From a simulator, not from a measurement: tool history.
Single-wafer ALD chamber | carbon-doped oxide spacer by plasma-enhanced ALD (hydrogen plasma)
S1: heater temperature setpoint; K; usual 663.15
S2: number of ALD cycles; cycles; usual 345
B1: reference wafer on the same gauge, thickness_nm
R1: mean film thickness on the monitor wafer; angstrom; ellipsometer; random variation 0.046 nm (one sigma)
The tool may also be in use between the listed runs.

run    hour      S1   S2      B1      R1
  1     0.0  663.15  345  14.759  183.69
  2    86.8  663.15  345  14.777  184.21
  3   185.3  663.15  345  14.839  183.98
  4   267.3  663.15  345  14.857  184.69
  5   320.2  663.15  345  14.884  185.43
  6   385.5  666.15  345  14.898  183.93
  7   455.8  666.15  345  14.942  185.73
  8   536.9  663.15  299  14.995  160.85
  9   614.5  663.15  345  15.021  186.88
 10   677.5  663.15  345  15.047  186.08
 11   750.5  663.15  345  15.104  187.75
 12   970.6  663.15  345  14.727  182.87
 13  1074.8  663.15  345  14.736  182.88
 14  1121.3  677.15  283  14.741  147.54
 15  1171.4  670.15  280  14.735  148.63
 16  1276.9  649.15  345  14.764  182.86
 17  1382.0  651.15  379  14.752  201.04
 18  1422.4  669.15  396  14.764  210.86
 19  1468.8  670.15  280  14.773  148.79
 20  1559.9  663.15  345  14.804  183.70
 21  1651.6  658.15  345  14.826  184.72
 22  1719.5  663.15  306  14.850  163.70
 23  1771.3  663.15  345  14.867  184.34
 24  1837.8  674.15  370  14.882  196.97
 25  1908.8  663.15  345  14.916  185.88
 26  1948.9  663.15  345  14.941  185.35

Taken out of this log: 2 entries between the listed runs. Where each belongs, and how the hidden state differs across it:
Between runs 10 and 11: thermocouple changed; heater temperature recalibrated (hour 750.0)
  gauge reads high (%): 2.35 -> 2.63
  measured less the result without the state, R1: +4.28 -> +4.80 angstrom
Between runs 11 and 12: gauge calibrated (hour 906.6)
  gauge reads high (%): 2.63 -> 0.145
  measured less the result without the state, R1: +4.80 -> +0.26 angstrom
